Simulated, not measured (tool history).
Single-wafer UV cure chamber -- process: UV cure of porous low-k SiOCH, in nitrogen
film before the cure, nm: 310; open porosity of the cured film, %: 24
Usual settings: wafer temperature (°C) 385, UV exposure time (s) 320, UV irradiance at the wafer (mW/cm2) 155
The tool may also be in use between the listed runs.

run    hour  wafer temperature (°C)  UV exposure time (s)  UV irradiance at the wafer (mW/cm2)  wafers since the last listed run  hours since the UV bulbs were replaced  wafers since the quartz window was cleaned  loss of film thickness in the cure (%)
  1       0                     385                   320                                  155                                 0                                  1014.9                                        1710                                  16.284
  2    27.7                     385                   320                                  155                               233                                  1042.6                                        1944                                  15.754
       91.9  -- quartz window cleaned
  3   149.8                     385                   420                                  155                               962                                  1164.7                                         488                                  17.892
  4   204.2                     385                   420                                  155                               458                                  1219.1                                         947                                  17.582
  5   269.9                     385                   320                                  155                               554                                  1284.8                                        1501                                  15.919
  6   333.3                     385                   320                                  155                               534                                  1348.2                                        2036                                  15.727
      375.3  -- quartz window cleaned
  7   388.3                     385                   320                                  155                               396                                  1403.2                                         109                                  16.501
  8   436.6                     385                   320                                  155                               407                                  1451.5                                         516                                  16.271
  9   482.8                     385                   320                                  167                               389                                  1497.7                                         906                                  16.935
 10   553.3                     385                   320                                  167                               594                                  1568.2                                        1501                                  16.438
 11   601.3                     385                   320                                  167                               404                                  1616.2                                        1906                                  16.138
 12   637.8                     385                   480                                  129                               307                                  1652.7                                        2213                                  16.978
      670.5  -- UV bulbs replaced
      676.4  -- quartz window cleaned
 13   676.9                     385                   505                                  139                               212                                     6.4                                           3                                  18.389
 14     720                     379                   415                                  168                               363                                    49.5                                         367                                  17.512
 15   750.8                     385                   320                                  128                               259                                    80.3                                         627                                  15.447
 16   806.7                     385                   320                                  155                               471                                   136.2                                        1098                                  16.217
 17   858.6                     385                   185                                  155                               437                                   188.1                                        1536                                  13.241
 18   923.9                     385                   320                                  155                               550                                   253.4                                        2087                                  16.154
 19   951.5                     385                   320                                  155                               232                                     281                                        2320                                  15.731
 20   987.3                     385                   155                                  155                               301                                   316.8                                        2622                                  11.735
     1025.1  -- quartz window cleaned
 21  1025.6                     385                   240                                  184                               255                                   355.1                                           3                                  15.744
 22  1048.7                     401                   140                                  127                               194                                   378.2                                         198                                   11.49
 23  1246.6                     366                   320                                  126                              1669                                   576.1                                        1868                                  14.442

Consider 3 possible next runs. They are alternatives, not a sequence: every one starts from the tool as it was left by run 23. What does each give?
  A  1247.1                     385                   320                                  155                                 4                                   576.6                                        1872                                       ?
  B  1247.1                     368                   320                                  141                                 4                                   576.6                                        1872                                       ?
  C  1247.1                     404                   195                                  155                                 4                                   576.6                                        1872                                       ?

run  loss of film thickness in the cure (%)
  A                                  15.794
  B                                  14.961
  C                                  13.683
Had the tool no hidden state, the same runs would have come out as:
run  loss of film thickness in the cure (%)
  A                                  16.384
  B                                  15.546
  C                                  14.257
